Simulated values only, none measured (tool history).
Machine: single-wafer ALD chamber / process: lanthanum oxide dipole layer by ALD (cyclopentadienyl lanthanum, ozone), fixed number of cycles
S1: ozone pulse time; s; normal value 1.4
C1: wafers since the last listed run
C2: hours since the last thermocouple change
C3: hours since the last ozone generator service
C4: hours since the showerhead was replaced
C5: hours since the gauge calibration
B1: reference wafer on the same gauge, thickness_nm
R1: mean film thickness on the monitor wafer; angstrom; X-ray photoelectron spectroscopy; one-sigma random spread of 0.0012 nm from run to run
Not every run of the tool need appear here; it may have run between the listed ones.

| run | day | S1 | C1 | C2 | C3 | C4 | C5 | B1 | R1 |
|---|---|---|---|---|---|---|---|---|---|
| 1 | 0 | 1.25 | 0 | 879.8 | 599.3 | 6784.9 | 1240 | 0.472 | 4.73 |
| 2 | 1.696 | 1.26 | 868 | 920.5 | 640 | 6825.6 | 1280.7 | 0.472 | 4.74 |
| 3 | 3.804 | 1.26 | 1079 | 971.1 | 690.6 | 6876.2 | 1331.3 | 0.472 | 4.72 |
| 4 | 6.588 | 1.26 | 1425 | 1037.9 | 757.4 | 6943 | 1398.1 | 0.472 | 4.74 |
| 5 | 8.667 | 1.4 | 1064 | 1087.8 | 807.3 | 6992.9 | 1448 | 0.472 | 4.88 |
| 6 | 10.179 | 1.4 | 774 | 1124.1 | 843.6 | 7029.2 | 1484.3 | 0.472 | 4.86 |
| 7 | 11.942 | 1.4 | 902 | 1166.4 | 885.9 | 7071.5 | 1526.6 | 0.472 | 4.89 |
| 8 | 14.262 | 1.4 | 1188 | 1222.1 | 941.6 | 7127.2 | 1582.3 | 0.472 | 4.89 |
|  | 15.079 | gauge calibrated |
| 9 | 15.342 | 1.4 | 552 | 1248 | 967.5 | 7153.1 | 6.3 | 0.472 | 4.86 |
| 10 | 17.321 | 1.4 | 1013 | 1295.5 | 1015 | 7200.6 | 53.8 | 0.472 | 4.86 |
| 11 | 18.542 | 1.4 | 625 | 1324.8 | 1044.3 | 7229.9 | 83.1 | 0.472 | 4.86 |
|  | 19.408 | ozone generator serviced |
| 12 | 21.412 | 1.94 | 1299 | 1393.7 | 48.1 | 7298.8 | 152 | 0.471 | 5.19 |
|  | 23.692 | showerhead replaced |
| 13 | 23.838 | 1.4 | 1071 | 1451.9 | 106.3 | 3.5 | 210.2 | 0.472 | 4.92 |
| 14 | 26.221 | 0.92 | 1220 | 1509.1 | 163.5 | 60.7 | 267.4 | 0.472 | 4.13 |
| 15 | 28.775 | 1.02 | 1308 | 1570.4 | 224.8 | 122 | 328.7 | 0.472 | 4.39 |
| 16 | 30.867 | 1.4 | 1071 | 1620.6 | 275 | 172.2 | 378.9 | 0.472 | 4.89 |
| 17 | 32.021 | 1.4 | 591 | 1648.3 | 302.7 | 199.9 | 406.6 | 0.472 | 4.89 |
| 18 | 33.704 | 1.4 | 862 | 1688.7 | 343.1 | 240.3 | 447 | 0.471 | 4.89 |
| 19 | 36.538 | 1.4 | 1451 | 1756.7 | 411.1 | 308.3 | 515 | 0.473 | 4.87 |
| 20 | 38 | 1.59 | 749 | 1791.8 | 446.2 | 343.4 | 550.1 | 0.472 | 5.01 |
| 21 | 39.288 | 1.01 | 659 | 1822.7 | 477.1 | 374.3 | 581 | 0.472 | 4.29 |
| 22 | 40.379 | 1.6 | 559 | 1848.9 | 503.3 | 400.5 | 607.2 | 0.472 | 5.03 |
|  | 40.729 | thermocouple changed; heater temperature recalibrated |
| 23 | 43.146 | 0.93 | 1246 | 58 | 569.7 | 466.9 | 673.6 | 0.472 | 4.1 |
| 24 | 45.571 | 0.86 | 1241 | 116.2 | 627.9 | 525.1 | 731.8 | 0.472 | 3.87 |
| 25 | 47.708 | 1.8 | 1094 | 167.5 | 679.2 | 576.4 | 783.1 | 0.472 | 5.12 |
| 26 | 50.538 | 0.95 | 1448 | 235.4 | 747.1 | 644.3 | 851 | 0.472 | 4.11 |
| 27 | 52.946 | 1.4 | 1233 | 293.2 | 804.9 | 702.1 | 908.8 | 0.472 | 4.87 |
| 28 | 53.95 | 1.58 | 514 | 317.3 | 829 | 726.2 | 932.9 | 0.472 | 5 |
| 29 | 55.342 | 1.84 | 712 | 350.7 | 862.4 | 759.6 | 966.3 | 0.472 | 5.13 |
| 30 | 57.112 | 1.61 | 906 | 393.2 | 904.9 | 802.1 | 1008.8 | 0.472 | 5.01 |
| 31 | 60.083 | 1.78 | 1521 | 464.5 | 976.2 | 873.4 | 1080.1 | 0.472 | 5.12 |
| 32 | 62.721 | 1.4 | 1350 | 527.8 | 1039.5 | 936.7 | 1143.4 | 0.472 | 4.84 |
| 33 | 65.104 | 1.74 | 1220 | 585 | 1096.7 | 993.9 | 1200.6 | 0.472 | 5.08 |
| 34 | 66.762 | 1.05 | 849 | 624.8 | 1136.5 | 1033.7 | 1240.4 | 0.472 | 4.34 |
|  | 67.638 | ozone generator serviced |
| 35 | 69.221 | 1 | 1088 | 683.8 | 38 | 1092.7 | 1299.4 | 0.472 | 4.42 |

Table of differences, measured result less the result of that run with no hidden state. Run-to-run variation is the same in both. Gauge scatter possibly is not:
What the log doesn't record here: wafer temperature above the value expected at the setpoint (K); ozone dose above that of a generator just serviced (%); gauge reads high (%).
| run | R1 |
|---|---|
| 1 | -0.11 |
| 2 | -0.11 |
| 3 | -0.12 |
| 4 | -0.11 |
| 5 | -0.1 |
| 6 | -0.1 |
| 7 | -0.1 |
| 8 | -0.1 |
| 9 | -0.1 |
| 10 | -0.11 |
| 11 | -0.1 |
| 12 | -0.01 |
| 13 | -0.05 |
| 14 | -0.1 |
| 15 | -0.1 |
| 16 | -0.07 |
| 17 | -0.07 |
| 18 | -0.08 |
| 19 | -0.09 |
| 20 | -0.07 |
| 21 | -0.16 |
| 22 | -0.08 |
| 23 | -0.18 |
| 24 | -0.2 |
| 25 | -0.06 |
| 26 | -0.2 |
| 27 | -0.12 |
| 28 | -0.09 |
| 29 | -0.06 |
| 30 | -0.09 |
| 31 | -0.07 |
| 32 | -0.13 |
| 33 | -0.08 |
| 34 | -0.21 |
| 35 | -0.02 |
